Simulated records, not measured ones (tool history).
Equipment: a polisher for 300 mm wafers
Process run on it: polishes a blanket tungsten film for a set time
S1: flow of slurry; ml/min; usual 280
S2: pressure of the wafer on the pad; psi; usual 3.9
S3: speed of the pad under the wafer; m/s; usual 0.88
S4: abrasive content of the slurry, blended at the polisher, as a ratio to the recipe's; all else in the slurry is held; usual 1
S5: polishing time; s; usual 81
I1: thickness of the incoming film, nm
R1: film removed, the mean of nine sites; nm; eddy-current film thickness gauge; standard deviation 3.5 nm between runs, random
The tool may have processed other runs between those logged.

run	hour	S1	S2	S3	S4	S5	I1	R1
1	0	280	3.9	0.88	1	81	1146.4	380.6
# hour 12.5: worn pad replaced by a new one
2	14.2	280	3.9	0.88	1	81	1114.8	381.6
# hour 19.6: slurry nozzle cleaned
3	30.8	280	3.9	0.88	0.9	81	1132.6	370.9
4	46.9	375	3.9	0.88	1.15	81	1123.2	407.1
5	63.7	280	3.9	0.88	1	81	1129.9	378.9
# hour 78: slurry tank refilled with fresh slurry and peroxide
6	78.5	250	2.8	0.88	1	101	1125.6	341.8
7	90.2	280	5	0.88	1	81	1114.2	487.8
8	105.9	280	3.9	1.08	1.1	106	1133.9	620.2
9	122.3	280	2.5	0.88	0.9	81	1135.2	243.1
# hour 129.9: slurry blender recalibrated
# hour 134.4: worn pad replaced by a new one
10	137.3	280	3.9	0.88	1	81	1125.8	380
11	154.8	230	3.9	0.88	1	81	1138.1	375.6
# hour 159.7: head pressure recalibrated
12	169.9	280	3.9	0.88	0.85	105	1121.8	477.9
13	178.4	280	3.9	0.88	0.85	107	1116.8	490
14	186.2	320	3.5	0.88	0.8	108	1134.3	440.7
15	197.3	360	3.9	0.88	1	73	1133.6	346.7
16	212.4	280	3.9	0.88	1	81	1120.9	387.6
# hour 216.6: slurry tank refilled with fresh slurry and peroxide
17	221.8	280	3.9	0.88	1	81	1146.8	384.2
# hour 260.7: worn pad replaced by a new one
18	269.9	280	3.5	0.88	1	61	1112.8	261.7
19	287.9	280	3.9	0.88	1	81	1135.8	380.3
20	295	280	5.1	0.72	1	81	1121.5	423
# hour 302.9: slurry blender recalibrated
21	303.4	280	3.9	0.62	1	81	1137.5	279.8
22	315.5	280	3.9	1.16	1	89	1132.2	537.6
23	327.6	280	3.9	0.88	1	81	1113	378.8
24	338.9	280	2.7	0.68	1	97	1113.4	255.5
25	345.5	280	5.1	0.78	1.2	56	1141.9	321.5
# hour 353.8: slurry tank refilled with fresh slurry and peroxide
26	357.9	280	3.9	0.88	1	81	1140.7	377.2
27	370.1	280	3.9	1.06	1.1	81	1143.9	460.3

3 options for the next run, each taken on its own from the tool as it stands now. Forecast them:
A	370.5	280	3.9	1.16	1	81	1118.2	?
B	370.5	280	3.4	1.06	0.85	81	1118.2	?
C	370.5	280	3.9	0.6	1.15	81	1118.2	?

run	R1
A	490.3
B	382
C	280
What these runs would have given with no unlogged condition in the tool:
run	R1
A	490.3
B	382
C	280

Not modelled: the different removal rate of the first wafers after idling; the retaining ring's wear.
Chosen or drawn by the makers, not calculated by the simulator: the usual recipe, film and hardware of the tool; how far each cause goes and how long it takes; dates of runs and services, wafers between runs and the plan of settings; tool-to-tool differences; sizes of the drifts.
